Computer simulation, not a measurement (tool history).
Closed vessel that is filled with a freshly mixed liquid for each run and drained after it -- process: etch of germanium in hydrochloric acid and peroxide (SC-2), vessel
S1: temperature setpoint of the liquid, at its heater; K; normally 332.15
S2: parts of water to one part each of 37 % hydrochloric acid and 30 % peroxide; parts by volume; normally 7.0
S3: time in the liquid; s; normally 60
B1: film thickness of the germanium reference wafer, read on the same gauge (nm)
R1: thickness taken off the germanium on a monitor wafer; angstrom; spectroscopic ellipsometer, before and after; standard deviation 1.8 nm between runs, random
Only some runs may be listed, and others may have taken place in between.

run,hour,S1,S2,S3,B1,R1
1,0.0,332.15,7.0,60,80.00,1879.0
2,55.6,332.15,7.0,60,80.03,1863.4
3,128.5,332.15,7.0,60,80.02,1828.8
4,215.5,332.15,7.0,45,80.01,1382.0
5,309.3,332.15,7.0,45,79.98,1367.2
6,404.7,332.15,7.0,45,80.02,1380.3
7,488.1,325.65,7.0,60,79.99,1481.0
# hour 515.4: gauge calibrated
# hour 676.8: thermometer replaced
8,759.1,325.65,7.0,60,79.99,1573.7
# hour 787.8: new drum of peroxide connected
9,799.3,332.15,7.0,60,79.98,1903.0
# hour 825.2: chemicals flow meter replaced
10,868.5,324.65,5.0,60,79.99,1538.2
11,905.8,338.65,6.0,60,79.99,2388.1
12,974.7,336.15,9.5,45,80.01,1581.8
13,1070.4,336.65,7.0,95,80.00,3465.0
14,1168.2,332.15,7.0,60,80.01,1894.9
15,1215.6,326.65,9.0,60,79.99,1567.1
16,1296.4,332.15,7.0,60,80.02,1871.8
# hour 1348.9: gauge calibrated
17,1358.1,332.15,9.5,60,80.01,1836.8

Some steps in R1 between neighbouring runs. How much of each would the tool show without its hidden state too (settings, what came in, random variation), and how much is left for the hidden state, with any gauge scatter that isn't in both results?
Hidden conditions of the tool in this case: liquid colder than its thermometer reads (K); chemicals flow above the setpoint (%); peroxide weaker than its label (%); gauge reads high (%).
Run 7 -> 8: gauge calibrated, thermometer replaced. R1 +92.7 angstrom: hidden state +85.1, all else +7.6.
Run 12 -> 13: S1 336.15 -> 336.65, S2 9.5 -> 7.0, S3 45 -> 95. R1 +1883.2 angstrom: hidden state -43.1, all else +1926.3.
